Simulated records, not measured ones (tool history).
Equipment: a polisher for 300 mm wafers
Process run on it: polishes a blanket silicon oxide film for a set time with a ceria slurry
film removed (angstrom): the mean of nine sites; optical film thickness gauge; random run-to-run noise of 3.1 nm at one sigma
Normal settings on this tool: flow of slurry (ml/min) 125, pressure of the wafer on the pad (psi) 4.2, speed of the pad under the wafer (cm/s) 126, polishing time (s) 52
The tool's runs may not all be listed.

| run | hour | flow of slurry (ml/min) | pressure of the wafer on the pad (psi) | speed of the pad under the wafer (cm/s) | polishing time (s) | incoming thickness of the incoming film, nm | film removed (angstrom) |
|---|---|---|---|---|---|---|---|
| 1 | 0.0 | 125 | 3.6 | 144 | 52 | 1075.2 | 3329 |
| 2 | 8.4 | 125 | 3.6 | 144 | 52 | 1073.0 | 3313 |
| 3 | 22.3 | 125 | 3.6 | 144 | 52 | 1081.7 | 3328 |
| 4 | 32.5 | 125 | 4.2 | 108 | 52 | 1090.7 | 2787 |
|  | 37.9 | worn pad replaced by a new one |
| 5 | 50.4 | 125 | 4.2 | 108 | 52 | 1075.7 | 2765 |
| 6 | 64.6 | 125 | 4.2 | 108 | 52 | 1091.6 | 2761 |
| 7 | 77.8 | 125 | 4.2 | 126 | 52 | 1088.9 | 3198 |
|  | 85.8 | slurry nozzle cleaned |
| 8 | 92.9 | 125 | 2.8 | 102 | 52 | 1068.3 | 2112 |
| 9 | 108.1 | 125 | 3.7 | 108 | 63 | 1086.1 | 3105 |
|  | 120.4 | worn pad replaced by a new one |
| 10 | 120.9 | 125 | 4.2 | 126 | 52 | 1080.9 | 3158 |
| 11 | 126.6 | 125 | 2.7 | 168 | 68 | 1082.0 | 4345 |
|  | 129.0 | head pressure recalibrated |
| 12 | 141.1 | 165 | 3.4 | 126 | 52 | 1097.2 | 2967 |

For run 13, what comes out?
| 13 | 152.5 | 125 | 3.6 | 126 | 52 | 1090.2 | ? |

{"run 13": {"film removed (angstrom)": 2934}}
Take away the tool's hidden state, keep the run-to-run variation as it was, and the same run would have given film removed (angstrom) 2934.
